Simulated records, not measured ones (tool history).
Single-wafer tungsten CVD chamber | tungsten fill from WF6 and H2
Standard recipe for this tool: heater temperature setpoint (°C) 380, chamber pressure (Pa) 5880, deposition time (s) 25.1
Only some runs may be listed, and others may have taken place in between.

| run | hour | heater temperature setpoint (°C) | chamber pressure (Pa) | deposition time (s) | read-back reference wafer on the same gauge, thickness_nm | mean film thickness on the monitor wafer (angstrom) |
|---|---|---|---|---|---|---|
| 1 | 0 | 380 | 5880 | 25.1 | 54.888 | 679.88 |
| 2 | 28.5 | 380 | 5880 | 25.1 | 54.959 | 679 |
| 3 | 45.3 | 380 | 5880 | 25.1 | 54.924 | 681.27 |
| 4 | 59.5 | 380 | 5880 | 25.1 | 54.908 | 677.63 |
| 5 | 86.4 | 380 | 5880 | 25.1 | 54.874 | 673.5 |
| 6 | 100.1 | 380 | 5880 | 25.1 | 54.902 | 674.92 |
| 7 | 130.3 | 380 | 5880 | 25.1 | 54.866 | 677.56 |
| 8 | 155.2 | 380 | 5880 | 25.1 | 54.876 | 675.32 |
| 9 | 187.6 | 371 | 5880 | 25.1 | 54.822 | 561.89 |
| 10 | 203.4 | 371 | 5880 | 25.1 | 54.905 | 564.46 |
| 11 | 215.6 | 371 | 5880 | 25.1 | 54.842 | 572.39 |
| 12 | 234.6 | 385 | 5880 | 25.1 | 54.955 | 748.7 |
|  | 246.8 | capacitance manometer re-zeroed and calibrated |
| 13 | 254.9 | 380 | 5880 | 25.1 | 54.81 | 677.17 |
| 14 | 279.2 | 380 | 5880 | 25.1 | 54.925 | 684.87 |
| 15 | 294.3 | 395 | 6959 | 30 | 54.82 | 1172.57 |
|  | 325.9 | showerhead replaced, of another model than before |
| 16 | 326.4 | 380 | 6666 | 25.1 | 54.952 | 704.46 |
|  | 335.4 | thermocouple changed; heater temperature recalibrated |
| 17 | 356.9 | 388 | 5080 | 22.1 | 54.795 | 607.92 |
|  | 369.6 | gauge calibrated |
| 18 | 383.2 | 371 | 5133 | 22.7 | 54.919 | 448.99 |
| 19 | 466.1 | 380 | 5880 | 25.1 | 54.805 | 622.02 |
| 20 | 486.6 | 380 | 5880 | 27.5 | 54.786 | 683.87 |
| 21 | 507.3 | 374 | 5880 | 25.1 | 54.832 | 555.47 |
| 22 | 534.1 | 391 | 5280 | 25.1 | 54.936 | 757.05 |

Forecast each of these 5 alternatives for the next run:
| A | 534.5 | 380 | 5880 | 25.1 | ? | ? |
| B | 534.5 | 391 | 5880 | 25.1 | ? | ? |
| C | 534.5 | 380 | 4453 | 27.5 | ? | ? |
| D | 534.5 | 366 | 6399 | 23.6 | ? | ? |
| E | 534.5 | 380 | 5880 | 27.7 | ? | ? |

| run | read-back reference wafer on the same gauge, thickness_nm | mean film thickness on the monitor wafer (angstrom) |
|---|---|---|
| A | 54.954 | 629.31 |
| B | 54.954 | 778.33 |
| C | 54.954 | 643.72 |
| D | 54.954 | 454.37 |
| E | 54.954 | 694.78 |
The same runs, with their run-to-run variation unchanged, on a tool lacking any hidden condition would have given:
| run | mean film thickness on the monitor wafer (angstrom) |
|---|---|
| A | 598.14 |
| B | 741.83 |
| C | 611.85 |
| D | 430.31 |
| E | 660.37 |
